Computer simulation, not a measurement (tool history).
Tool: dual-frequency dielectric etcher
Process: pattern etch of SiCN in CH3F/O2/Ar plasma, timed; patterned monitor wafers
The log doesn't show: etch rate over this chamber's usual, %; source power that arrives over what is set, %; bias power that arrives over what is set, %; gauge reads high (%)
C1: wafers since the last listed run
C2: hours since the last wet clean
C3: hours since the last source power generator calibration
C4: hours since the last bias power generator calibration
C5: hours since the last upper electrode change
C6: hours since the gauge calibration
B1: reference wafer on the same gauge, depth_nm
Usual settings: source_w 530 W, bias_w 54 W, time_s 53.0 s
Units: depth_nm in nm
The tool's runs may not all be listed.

{"run": 1, "day": 0.0, "source_w": 530, "bias_w": 54, "time_s": 48.0, "C1": 0, "C2": 103.2, "C3": 1639.0, "C4": 1921.9, "C5": 3728.2, "C6": 331.0, "B1": 23.89, "depth_nm": 18.09}
{"run": 2, "day": 0.958, "source_w": 530, "bias_w": 43, "time_s": 61.0, "C1": 323, "C2": 126.2, "C3": 1662.0, "C4": 1944.9, "C5": 3751.2, "C6": 354.0, "B1": 23.91, "depth_nm": 21.43}
{"run": 3, "day": 2.075, "source_w": 530, "bias_w": 43, "time_s": 61.0, "C1": 376, "C2": 153.0, "C3": 1688.8, "C4": 1971.7, "C5": 3778.0, "C6": 380.8, "B1": 23.92, "depth_nm": 21.37}
{"run": 4, "day": 3.392, "source_w": 530, "bias_w": 54, "time_s": 46.0, "C1": 443, "C2": 184.6, "C3": 1720.4, "C4": 2003.3, "C5": 3809.6, "C6": 412.4, "B1": 23.89, "depth_nm": 17.24}
{"run": 5, "day": 4.629, "source_w": 530, "bias_w": 49, "time_s": 53.0, "C1": 417, "C2": 214.3, "C3": 1750.1, "C4": 2033.0, "C5": 3839.3, "C6": 442.1, "B1": 23.92, "depth_nm": 19.36}
{"day": 5.842, "done": "upper electrode replaced"}
{"day": 5.846, "done": "bias power generator calibrated"}
{"run": 6, "day": 5.862, "source_w": 530, "bias_w": 54, "time_s": 53.0, "C1": 76, "C2": 243.9, "C3": 1779.7, "C4": 0.4, "C5": 0.5, "C6": 471.7, "B1": 23.91, "depth_nm": 19.88}
{"day": 6.388, "done": "gauge calibrated"}
{"run": 7, "day": 6.683, "source_w": 530, "bias_w": 54, "time_s": 53.0, "C1": 276, "C2": 263.6, "C3": 1799.4, "C4": 20.1, "C5": 20.2, "C6": 7.1, "B1": 23.89, "depth_nm": 19.9}
{"run": 8, "day": 7.567, "source_w": 530, "bias_w": 54, "time_s": 53.0, "C1": 297, "C2": 284.8, "C3": 1820.6, "C4": 41.3, "C5": 41.4, "C6": 28.3, "B1": 23.9, "depth_nm": 19.77}
{"run": 9, "day": 8.775, "source_w": 530, "bias_w": 54, "time_s": 53.0, "C1": 407, "C2": 313.8, "C3": 1849.6, "C4": 70.3, "C5": 70.4, "C6": 57.3, "B1": 23.89, "depth_nm": 19.85}
{"run": 10, "day": 9.679, "source_w": 530, "bias_w": 54, "time_s": 53.0, "C1": 304, "C2": 335.5, "C3": 1871.3, "C4": 92.0, "C5": 92.1, "C6": 79.0, "B1": 23.89, "depth_nm": 19.91}
{"day": 10.988, "done": "source power generator calibrated"}
{"day": 11.55, "done": "wet clean of the chamber"}
{"run": 11, "day": 11.571, "source_w": 480, "bias_w": 54, "time_s": 66.0, "C1": 390, "C2": 0.5, "C3": 14.0, "C4": 137.4, "C5": 137.5, "C6": 124.4, "B1": 23.88, "depth_nm": 24.08}
{"run": 12, "day": 11.588, "source_w": 480, "bias_w": 66, "time_s": 66.5, "C1": 5, "C2": 0.9, "C3": 14.4, "C4": 137.8, "C5": 137.9, "C6": 124.8, "B1": 23.9, "depth_nm": 25.94}
{"run": 13, "day": 12.929, "source_w": 440, "bias_w": 54, "time_s": 59.5, "C1": 452, "C2": 33.1, "C3": 46.6, "C4": 170.0, "C5": 170.1, "C6": 157.0, "B1": 23.92, "depth_nm": 21.03}
{"run": 14, "day": 13.512, "source_w": 530, "bias_w": 54, "time_s": 46.5, "C1": 196, "C2": 47.1, "C3": 60.6, "C4": 184.0, "C5": 184.1, "C6": 171.0, "B1": 23.9, "depth_nm": 17.62}
{"run": 15, "day": 14.267, "source_w": 530, "bias_w": 54, "time_s": 62.0, "C1": 254, "C2": 65.2, "C3": 78.7, "C4": 202.1, "C5": 202.2, "C6": 189.1, "B1": 23.9, "depth_nm": 23.35}
{"run": 16, "day": 15.154, "source_w": 480, "bias_w": 42, "time_s": 67.5, "C1": 299, "C2": 86.5, "C3": 100.0, "C4": 223.4, "C5": 223.5, "C6": 210.4, "B1": 23.89, "depth_nm": 22.72}
{"run": 17, "day": 16.358, "source_w": 470, "bias_w": 54, "time_s": 40.5, "C1": 405, "C2": 115.4, "C3": 128.9, "C4": 252.3, "C5": 252.4, "C6": 239.3, "B1": 23.92, "depth_nm": 14.59}
{"run": 18, "day": 17.833, "source_w": 420, "bias_w": 64, "time_s": 48.0, "C1": 497, "C2": 150.8, "C3": 164.3, "C4": 287.7, "C5": 287.8, "C6": 274.7, "B1": 23.89, "depth_nm": 17.59}

3 ways to go on from here, each from the tool as it stands after run 18. What would each give?
{"run": "A", "day": 17.85, "source_w": 530, "bias_w": 54, "time_s": 53.0, "C1": 5, "C2": 151.2, "C3": 164.7, "C4": 288.1, "C5": 288.2, "C6": 275.1, "B1": "?", "depth_nm": "?"}
{"run": "B", "day": 17.85, "source_w": 650, "bias_w": 54, "time_s": 60.5, "C1": 5, "C2": 151.2, "C3": 164.7, "C4": 288.1, "C5": 288.2, "C6": 275.1, "B1": "?", "depth_nm": "?"}
{"run": "C", "day": 17.85, "source_w": 660, "bias_w": 59, "time_s": 59.0, "C1": 5, "C2": 151.2, "C3": 164.7, "C4": 288.1, "C5": 288.2, "C6": 275.1, "B1": "?", "depth_nm": "?"}

run=A B1=23.89 depth_nm=19.91
run=B B1=23.89 depth_nm=24.46
run=C B1=23.89 depth_nm=24.67
Without the tool's hidden state the same runs would have given:
run=A depth_nm=20.01
run=B depth_nm=24.58
run=C depth_nm=24.79
